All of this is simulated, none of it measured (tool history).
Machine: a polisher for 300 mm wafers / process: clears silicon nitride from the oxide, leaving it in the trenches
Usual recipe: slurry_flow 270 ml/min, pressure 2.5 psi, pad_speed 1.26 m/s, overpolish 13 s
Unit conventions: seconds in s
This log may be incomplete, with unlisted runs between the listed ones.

run,hour,slurry_flow,pressure,pad_speed,overpolish,wafers since the last listed run,wafers polished on this pad,hours since the slurry nozzle was cleaned,hours since the head pressure was calibrated,"incoming thickness of the incoming film, nm",seconds
1,0.0,270,2.5,1.26,13,0,2,54.8,792.3,138.4,141.6
2,10.5,270,2.5,1.00,13,63,66,65.3,802.8,138.2,177.4
3,65.1,270,2.5,1.00,13,328,395,119.9,857.4,142.4,186.5
4,93.5,270,2.5,1.00,13,171,566,148.3,885.8,139.5,182.4
5,112.2,270,2.5,1.42,13,112,678,167.0,904.5,140.0,132.6
6,200.2,270,2.5,1.42,13,530,1208,255.0,992.5,138.8,138.8
# hour 218.9: worn pad replaced by a new one
7,220.5,270,2.5,1.26,13,98,9,275.3,1012.8,140.2,139.4
8,246.3,270,2.5,1.26,13,155,165,301.1,1038.6,139.6,140.8
9,280.7,320,2.5,1.26,13,207,372,335.5,1073.0,138.2,137.4
10,310.3,320,2.5,1.26,13,178,550,365.1,1102.6,138.8,141.6
11,332.1,320,2.5,1.26,13,131,682,386.9,1124.4,139.1,142.1
12,363.6,340,2.5,1.54,13,189,871,418.4,1155.9,140.2,121.7
# hour 372.4: slurry nozzle cleaned
13,381.3,305,2.5,1.26,13,100,972,8.9,1173.6,140.6,151.4
14,399.7,305,2.5,1.26,13,110,1083,27.3,1192.0,141.0,154.6
15,432.6,305,2.5,1.26,13,198,1281,60.2,1224.9,138.2,154.7
# hour 453.5: worn pad replaced by a new one
16,454.0,270,2.5,1.26,13,104,3,81.6,1246.3,141.9,144.5
17,464.3,270,2.5,1.26,13,62,65,91.9,1256.6,141.9,144.5
18,495.2,270,2.5,1.26,13,186,251,122.8,1287.5,141.7,142.6
19,508.9,320,2.5,1.26,13,82,333,136.5,1301.2,140.9,139.2
20,536.2,270,2.5,1.26,13,164,498,163.8,1328.5,142.8,146.6
21,561.0,270,2.5,1.54,13,149,647,188.6,1353.3,139.3,116.3
22,578.8,270,3.2,1.26,8,107,754,206.4,1371.1,138.9,114.6
23,604.7,270,2.1,1.54,20,156,910,232.3,1397.0,137.7,146.8
24,624.3,195,2.5,1.14,13,118,1029,251.9,1416.6,141.4,181.3
25,642.4,270,2.8,1.26,13,109,1138,270.0,1434.7,138.5,140.0
26,661.3,270,2.5,1.26,13,113,1251,288.9,1453.6,141.7,165.0
# hour 678.7: worn pad replaced by a new one
27,684.9,230,2.7,1.64,17,118,37,312.5,1477.2,138.4,103.6
28,709.4,270,2.5,1.26,13,147,185,337.0,1501.7,138.2,141.5
29,726.5,270,2.5,1.26,6,103,288,354.1,1518.8,140.3,140.2
30,751.1,270,2.5,1.50,20,148,436,378.7,1543.4,138.6,121.3
# hour 763.4: head pressure recalibrated
# hour 764.3: slurry nozzle cleaned
31,781.7,270,2.5,1.26,5,167,603,17.4,18.3,141.2,146.0
32,800.4,270,2.5,1.44,19,112,716,36.1,37.0,140.9,130.0
33,815.0,305,3.2,1.04,13,87,803,50.7,51.6,138.1,137.9
34,841.4,270,3.1,1.38,18,159,963,77.1,78.0,139.1,112.9
35,876.8,270,2.5,1.26,13,213,1176,112.5,113.4,141.5,160.5
# hour 912.8: worn pad replaced by a new one
36,913.3,245,2.5,1.00,9,195,2,149.0,149.9,141.8,181.7
37,945.1,340,2.5,1.26,13,191,194,180.8,181.7,140.7,139.0
38,976.2,185,1.9,1.52,13,187,381,211.9,212.8,138.1,159.6

3 options for the next run, each taken on its own from the tool as it stands now. Forecast them:
A,976.7,270,2.5,1.66,13,3,384,212.4,213.3,140.4,?
B,976.7,240,2.9,0.92,18,3,384,212.4,213.3,140.4,?
C,976.7,270,2.0,1.56,11,3,384,212.4,213.3,140.4,?

run,seconds
A,109.0
B,171.4
C,145.0
Without the tool's unlogged condition, the same runs would have read:
run,seconds
A,106.9
B,168.1
C,142.2

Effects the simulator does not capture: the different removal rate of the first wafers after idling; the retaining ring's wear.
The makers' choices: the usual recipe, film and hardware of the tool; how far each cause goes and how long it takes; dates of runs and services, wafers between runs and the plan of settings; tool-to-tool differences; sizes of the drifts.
